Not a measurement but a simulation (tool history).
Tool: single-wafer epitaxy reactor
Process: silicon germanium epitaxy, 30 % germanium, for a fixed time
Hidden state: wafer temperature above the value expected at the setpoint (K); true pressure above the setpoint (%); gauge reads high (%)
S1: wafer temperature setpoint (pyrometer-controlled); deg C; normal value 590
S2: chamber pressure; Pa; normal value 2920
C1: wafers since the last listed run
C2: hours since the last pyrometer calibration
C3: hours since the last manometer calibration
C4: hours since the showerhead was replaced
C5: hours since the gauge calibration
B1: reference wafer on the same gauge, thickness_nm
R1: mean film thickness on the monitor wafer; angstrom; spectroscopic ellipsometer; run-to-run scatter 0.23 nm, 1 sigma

{"run": 1, "hour": 0.0, "S1": 590, "S2": 2493, "C1": 0, "C2": 716.7, "C3": 2404.6, "C4": 5804.6, "C5": 267.3, "B1": 48.376, "R1": 461.12}
{"run": 2, "hour": 45.9, "S1": 590, "S2": 2920, "C1": 1109, "C2": 762.6, "C3": 2450.5, "C4": 5850.5, "C5": 313.2, "B1": 48.366, "R1": 481.62}
{"run": 3, "hour": 88.1, "S1": 590, "S2": 3066, "C1": 1020, "C2": 804.8, "C3": 2492.7, "C4": 5892.7, "C5": 355.4, "B1": 48.223, "R1": 483.9}
{"run": 4, "hour": 118.1, "S1": 590, "S2": 3066, "C1": 725, "C2": 834.8, "C3": 2522.7, "C4": 5922.7, "C5": 385.4, "B1": 48.194, "R1": 484.82}
{"run": 5, "hour": 190.0, "S1": 590, "S2": 2386, "C1": 1738, "C2": 906.7, "C3": 2594.6, "C4": 5994.6, "C5": 457.3, "B1": 48.112, "R1": 454.98}
{"run": 6, "hour": 252.7, "S1": 590, "S2": 2386, "C1": 1515, "C2": 969.4, "C3": 2657.3, "C4": 6057.3, "C5": 520, "B1": 48.045, "R1": 450.97}
{"hour": 298.3, "done": "pyrometer calibrated"}
{"run": 7, "hour": 300.2, "S1": 590, "S2": 2386, "C1": 954, "C2": 1.9, "C3": 2704.8, "C4": 6104.8, "C5": 567.5, "B1": 48.009, "R1": 450.8}
{"run": 8, "hour": 370.4, "S1": 590, "S2": 2920, "C1": 1697, "C2": 72.1, "C3": 2775, "C4": 6175, "C5": 637.7, "B1": 47.978, "R1": 476.42}
{"run": 9, "hour": 434.2, "S1": 586, "S2": 3146, "C1": 1542, "C2": 135.9, "C3": 2838.8, "C4": 6238.8, "C5": 701.5, "B1": 47.97, "R1": 454.64}
{"run": 10, "hour": 504.9, "S1": 600, "S2": 3186, "C1": 1709, "C2": 206.6, "C3": 2909.5, "C4": 6309.5, "C5": 772.2, "B1": 48.046, "R1": 586.13}
{"hour": 550.5, "done": "showerhead replaced"}
{"run": 11, "hour": 564.0, "S1": 603, "S2": 2640, "C1": 1235, "C2": 265.7, "C3": 2968.6, "C4": 13.5, "C5": 831.3, "B1": 47.987, "R1": 580.51}

What does the tool deliver on the next run?
{"hour": 605.0, "done": "gauge calibrated"}
{"run": 12, "hour": 608.5, "S1": 602, "S2": 3413, "C1": 1075, "C2": 310.2, "C3": 3013.1, "C4": 58, "C5": 3.5, "B1": "?", "R1": "?"}

{"run 12": {"B1": 49.052, "R1": 630.39}}
Minus the tool's unlogged condition, the same run would have read R1 630.02 angstrom.
